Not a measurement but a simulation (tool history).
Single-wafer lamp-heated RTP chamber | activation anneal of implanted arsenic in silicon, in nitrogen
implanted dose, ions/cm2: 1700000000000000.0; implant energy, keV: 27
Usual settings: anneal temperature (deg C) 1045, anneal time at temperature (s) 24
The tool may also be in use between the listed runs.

run,hour,anneal temperature (deg C),anneal time at temperature (s),wafers since the last listed run,wafers since the last pyrometer calibration,wafers since the reflector plate was cleaned,hours since the gauge calibration,"read-back reference wafer on the same gauge, sheet resistance",sheet resistance of the implanted and annealed layer (ohm/square)
1,0.0,1045,24,0,9794,200,529.3,73.62,86.23
# hour 30.3: pyrometer window cleaned and pyrometer calibrated
2,47.0,1045,24,773,331,974,576.3,73.53,87.40
3,106.8,1045,24,1186,1518,2161,636.1,73.60,87.17
4,158.7,1045,24,1029,2548,3191,688.0,73.57,86.43
5,222.2,1045,35,1260,3808,4451,751.5,73.64,81.59
6,315.2,1045,35,1845,5654,6296,844.5,73.58,81.07
7,376.2,1045,35,1210,6864,7507,905.5,73.53,80.56
8,426.3,1045,33,994,7858,8501,955.6,73.70,80.86
# hour 470.5: reflector plate cleaned
9,522.9,1045,33,1758,9617,1040,1052.2,73.67,82.70
# hour 556.0: pyrometer window cleaned and pyrometer calibrated
10,595.6,1045,24,1283,785,2324,1124.9,73.63,87.14
11,646.6,1045,24,1012,1797,3336,1175.9,73.54,86.73
12,714.8,1045,24,1353,3151,4689,1244.1,73.58,85.85
# hour 758.9: gauge calibrated
13,797.5,1045,24,1641,4792,6331,38.6,73.56,85.58
14,873.6,1045,24,1510,6302,7841,114.7,73.60,84.51
# hour 911.7: reflector plate cleaned
15,976.7,1045,24,1887,8189,1289,217.8,73.57,86.20
# hour 1004.2: pyrometer window cleaned and pyrometer calibrated
16,1069.7,1056,20,1686,1299,2976,310.8,73.53,85.72
17,1168.3,1017,20,1956,3256,4932,409.4,73.54,96.46

Run 18 comes next. What will it give?
# hour 1335.7: reflector plate cleaned
# hour 1470.6: pyrometer window cleaned and pyrometer calibrated
18,1471.1,1074,24,5691,9,2527,712.2,?,?

read-back reference wafer on the same gauge, sheet resistance: 73.61
sheet resistance of the implanted and annealed layer (ohm/square): 79.91
Without the tool's hidden state the same run would have given sheet resistance of the implanted and annealed layer (ohm/square) 80.38.
